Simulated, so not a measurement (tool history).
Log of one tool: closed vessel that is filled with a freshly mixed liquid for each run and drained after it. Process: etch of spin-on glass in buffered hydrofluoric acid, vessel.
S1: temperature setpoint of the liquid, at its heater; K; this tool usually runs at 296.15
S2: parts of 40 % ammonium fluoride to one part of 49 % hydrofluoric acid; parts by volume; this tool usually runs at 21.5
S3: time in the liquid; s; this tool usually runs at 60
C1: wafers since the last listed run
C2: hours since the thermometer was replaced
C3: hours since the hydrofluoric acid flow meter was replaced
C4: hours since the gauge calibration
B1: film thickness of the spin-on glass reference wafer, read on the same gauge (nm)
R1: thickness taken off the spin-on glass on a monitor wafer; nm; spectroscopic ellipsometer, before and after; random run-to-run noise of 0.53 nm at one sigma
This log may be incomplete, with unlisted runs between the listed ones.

{"run": 1, "day": 0.0, "S1": 296.15, "S2": 21.5, "S3": 60, "C1": 0, "C2": 495.4, "C3": 706.0, "C4": 448.8, "B1": 110.03, "R1": 104.7}
{"run": 2, "day": 3.204, "S1": 297.65, "S2": 21.5, "S3": 60, "C1": 8865, "C2": 572.3, "C3": 782.9, "C4": 525.7, "B1": 109.98, "R1": 114.17}
{"run": 3, "day": 7.312, "S1": 297.65, "S2": 21.5, "S3": 60, "C1": 11367, "C2": 670.9, "C3": 881.5, "C4": 624.3, "B1": 109.99, "R1": 113.27}
{"run": 4, "day": 9.6, "S1": 297.65, "S2": 21.5, "S3": 60, "C1": 6329, "C2": 725.8, "C3": 936.4, "C4": 679.2, "B1": 110.0, "R1": 113.41}
{"run": 5, "day": 11.5, "S1": 297.15, "S2": 18.0, "S3": 60, "C1": 5257, "C2": 771.4, "C3": 982.0, "C4": 724.8, "B1": 110.01, "R1": 128.58}
{"run": 6, "day": 15.042, "S1": 292.65, "S2": 21.5, "S3": 60, "C1": 9799, "C2": 856.4, "C3": 1067.0, "C4": 809.8, "B1": 110.01, "R1": 85.26}
{"run": 7, "day": 23.104, "S1": 292.65, "S2": 21.5, "S3": 60, "C1": 22307, "C2": 1049.9, "C3": 1260.5, "C4": 1003.3, "B1": 110.01, "R1": 85.3}
{"run": 8, "day": 27.496, "S1": 296.15, "S2": 21.5, "S3": 60, "C1": 12151, "C2": 1155.3, "C3": 1365.9, "C4": 1108.7, "B1": 110.02, "R1": 102.9}
{"day": 27.512, "done": "gauge calibrated"}
{"day": 30.233, "done": "hydrofluoric acid flow meter replaced"}
{"run": 9, "day": 30.421, "S1": 296.15, "S2": 21.5, "S3": 80, "C1": 7977, "C2": 1225.5, "C3": 4.5, "C4": 69.8, "B1": 110.01, "R1": 140.96}
{"run": 10, "day": 32.254, "S1": 296.15, "S2": 21.5, "S3": 80, "C1": 5072, "C2": 1269.5, "C3": 48.5, "C4": 113.8, "B1": 110.02, "R1": 141.8}
{"day": 33.75, "done": "thermometer replaced"}
{"run": 11, "day": 34.308, "S1": 292.15, "S2": 21.5, "S3": 60, "C1": 5568, "C2": 13.4, "C3": 97.8, "C4": 163.1, "B1": 109.98, "R1": 84.66}
{"run": 12, "day": 37.2, "S1": 297.15, "S2": 18.0, "S3": 60, "C1": 8000, "C2": 82.8, "C3": 167.2, "C4": 232.5, "B1": 110.01, "R1": 130.31}

What does the tool deliver on the next run?
{"run": 13, "day": 41.612, "S1": 296.15, "S2": 19.0, "S3": 70, "C1": 12208, "C2": 188.7, "C3": 273.1, "C4": 338.4, "B1": "?", "R1": "?"}

B1: 110.00
R1: 134.81 nm
The same run, on a tool lacking any hidden state, would have yielded R1 135.74 nm.
